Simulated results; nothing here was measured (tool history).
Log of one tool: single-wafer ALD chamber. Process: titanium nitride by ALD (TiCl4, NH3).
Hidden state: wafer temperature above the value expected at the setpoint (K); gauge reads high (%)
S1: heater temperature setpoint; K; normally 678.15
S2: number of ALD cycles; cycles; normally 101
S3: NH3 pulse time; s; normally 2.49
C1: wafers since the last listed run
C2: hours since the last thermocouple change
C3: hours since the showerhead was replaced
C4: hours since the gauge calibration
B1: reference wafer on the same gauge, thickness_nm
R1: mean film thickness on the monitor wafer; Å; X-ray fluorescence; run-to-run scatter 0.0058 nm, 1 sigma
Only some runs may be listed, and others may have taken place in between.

Run 1, hour 0: usual settings; C1 0; C2 477.2; C3 6726.4; C4 1903.7; B1 1.841. Result: R1 22.85 Å.
Run 2, hour 85.4: usual settings; C1 151; C2 562.6; C3 6811.8; C4 1989.1; B1 1.84. Result: R1 22.93 Å.
Run 3, hour 170.8: usual settings but S2 91 cycles; C1 151; C2 648; C3 6897.2; C4 2074.5; B1 1.84. Result: R1 20.61 Å.
Run 4, hour 244.6: usual settings but S2 91 cycles; C1 131; C2 721.8; C3 6971; C4 2148.3; B1 1.839. Result: R1 20.59 Å.
Run 5, hour 327.3: usual settings; C1 147; C2 804.5; C3 7053.7; C4 2231; B1 1.839. Result: R1 22.84 Å.
Run 6, hour 366.5: usual settings; C1 69; C2 843.7; C3 7092.9; C4 2270.2; B1 1.838. Result: R1 22.86 Å.
Run 7, hour 440.3: usual settings; C1 131; C2 917.5; C3 7166.7; C4 2344; B1 1.837. Result: R1 22.87 Å.
Run 8, hour 501.1: usual settings but S1 689.15 K; C1 108; C2 978.3; C3 7227.5; C4 2404.8; B1 1.837. Result: R1 22.95 Å.
At hour 521.8: gauge calibrated.
Run 9, hour 539.5: usual settings but S1 689.15 K; C1 68; C2 1016.7; C3 7265.9; C4 17.7; B1 1.849. Result: R1 23.18 Å.
Run 10, hour 585.1: usual settings but S1 673.15 K; C1 81; C2 1062.3; C3 7311.5; C4 63.3; B1 1.848. Result: R1 22.89 Å.
Run 11, hour 646.7: usual settings but S1 673.15 K; C1 109; C2 1123.9; C3 7373.1; C4 124.9; B1 1.848. Result: R1 22.93 Å.
At hour 677.2: thermocouple changed; heater temperature recalibrated.
Run 12, hour 735: usual settings; C1 142; C2 57.8; C3 7461.4; C4 213.2; B1 1.848. Result: R1 22.93 Å.
Run 13, hour 819.1: usual settings; C1 149; C2 141.9; C3 7545.5; C4 297.3; B1 1.848. Result: R1 22.98 Å.
Run 14, hour 1121.2: usual settings; C1 537; C2 444; C3 7847.6; C4 599.4; B1 1.845. Result: R1 22.86 Å.
Run 15, hour 1221: usual settings; C1 177; C2 543.8; C3 7947.4; C4 699.2; B1 1.845. Result: R1 22.98 Å.
Run 16, hour 1299.8: usual settings but S2 119 cycles, S3 1.9 s; C1 140; C2 622.6; C3 8026.2; C4 778; B1 1.843. Result: R1 26.84 Å.
Run 17, hour 1362: usual settings; C1 110; C2 684.8; C3 8088.4; C4 840.2; B1 1.843. Result: R1 22.85 Å.
Run 18, hour 1469.9: usual settings but S1 684.15 K, S2 91 cycles; C1 191; C2 792.7; C3 8196.3; C4 948.1; B1 1.843. Result: R1 20.75 Å.
Run 19, hour 1512.7: usual settings but S1 686.15 K, S2 96 cycles, S3 3.47 s; C1 76; C2 835.5; C3 8239.1; C4 990.9; B1 1.842. Result: R1 21.96 Å.
Run 20, hour 1555.5: usual settings; C1 76; C2 878.3; C3 8281.9; C4 1033.7; B1 1.841. Result: R1 22.94 Å.
Run 21, hour 1662.3: usual settings; C1 189; C2 985.1; C3 8388.7; C4 1140.5; B1 1.841. Result: R1 22.88 Å.
Run 22, hour 1702.7: usual settings but S1 686.15 K, S2 120 cycles, S3 2.89 s; C1 71; C2 1025.5; C3 8429.1; C4 1180.9; B1 1.841. Result: R1 27.47 Å.
Run 23, hour 1756: usual settings but S1 673.15 K, S2 118 cycles, S3 1.74 s; C1 94; C2 1078.8; C3 8482.4; C4 1234.2; B1 1.841. Result: R1 26.37 Å.
At hour 1849: thermocouple changed; heater temperature recalibrated.
At hour 1854.9: showerhead replaced.
Run 24, hour 1855.4: usual settings but S1 687.15 K, S3 2 s; C1 151; C2 6.4; C3 0.5; C4 1333.6; B1 1.84. Result: R1 22.86 Å.
Run 25, hour 1953.6: usual settings but S2 85 cycles; C1 174; C2 104.6; C3 98.7; C4 1431.8; B1 1.84. Result: R1 19.34 Å.
Run 26, hour 1993.9: usual settings but S1 684.15 K; C1 71; C2 144.9; C3 139; C4 1472.1; B1 1.839. Result: R1 22.86 Å.
Run 27, hour 2085: usual settings but S1 664.15 K, S2 114 cycles, S3 3.05 s; C1 162; C2 236; C3 230.1; C4 1563.2; B1 1.839. Result: R1 25.87 Å.
Run 28, hour 2127.2: usual settings but S1 667.15 K, S2 118 cycles, S3 2.06 s; C1 75; C2 278.2; C3 272.3; C4 1605.4; B1 1.839. Result: R1 26.31 Å.
Run 29, hour 2172.4: usual settings but S2 114 cycles; C1 80; C2 323.4; C3 317.5; C4 1650.6; B1 1.837. Result: R1 25.77 Å.
Run 30, hour 2256.9: usual settings but S1 669.15 K, S2 109 cycles, S3 1.81 s; C1 150; C2 407.9; C3 402; C4 1735.1; B1 1.837. Result: R1 24.3 Å.
Run 31, hour 2301.7: usual settings but S1 686.15 K, S2 106 cycles, S3 3.01 s; C1 79; C2 452.7; C3 446.8; C4 1779.9; B1 1.836. Result: R1 24.15 Å.
Run 32, hour 2389.9: usual settings but S2 90 cycles, S3 1.88 s; C1 156; C2 540.9; C3 535; C4 1868.1; B1 1.835. Result: R1 20.19 Å.
Run 33, hour 2465.4: usual settings; C1 134; C2 616.4; C3 610.5; C4 1943.6; B1 1.835. Result: R1 22.89 Å.
Run 34, hour 2509.6: usual settings but S1 686.15 K, S2 96 cycles, S3 3.47 s; C1 78; C2 660.6; C3 654.7; C4 1987.8; B1 1.836. Result: R1 22.04 Å.
Run 35, hour 2553.5: usual settings but S1 669.15 K, S2 109 cycles, S3 1.81 s; C1 78; C2 704.5; C3 698.6; C4 2031.7; B1 1.835. Result: R1 24.32 Å.
Run 36, hour 2614.4: usual settings but S2 106 cycles; C1 108; C2 765.4; C3 759.5; C4 2092.6; B1 1.836. Result: R1 23.9 Å.
Run 37, hour 2681: usual settings but S2 119 cycles, S3 1.9 s; C1 118; C2 832; C3 826.1; C4 2159.2; B1 1.835. Result: R1 26.73 Å.
Run 38, hour 2735.7: usual settings but S2 116 cycles; C1 97; C2 886.7; C3 880.8; C4 2213.9; B1 1.834. Result: R1 26.23 Å.

What if the next run were any one of these 5? Each begins from the tool's condition after run 38:
Run A, hour 2736.3: usual settings; C1 1; C2 887.3; C3 881.4; C4 2214.5; B1 ?. Result: R1 ?.
Run B, hour 2736.3: usual settings but S1 670.15 K, S2 83 cycles, S3 3.41 s; C1 1; C2 887.3; C3 881.4; C4 2214.5; B1 ?. Result: R1 ?.
Run C, hour 2736.3: usual settings but S3 1.6 s; C1 1; C2 887.3; C3 881.4; C4 2214.5; B1 ?. Result: R1 ?.
Run D, hour 2736.3: usual settings but S2 120 cycles; C1 1; C2 887.3; C3 881.4; C4 2214.5; B1 ?. Result: R1 ?.
Run E, hour 2736.3: usual settings but S1 683.15 K, S2 116 cycles, S3 2.79 s; C1 1; C2 887.3; C3 881.4; C4 2214.5; B1 ?. Result: R1 ?.

run     B1     R1
  A  1.833  22.97
  B  1.833  18.99
  C  1.833  22.64
  D  1.833  27.29
  E  1.833  26.49
The same runs, with their run-to-run variation unchanged, on a tool lacking any hidden condition would have given:
run     R1
  A  23.17
  B  19.15
  C  22.84
  D  27.53
  E  26.73
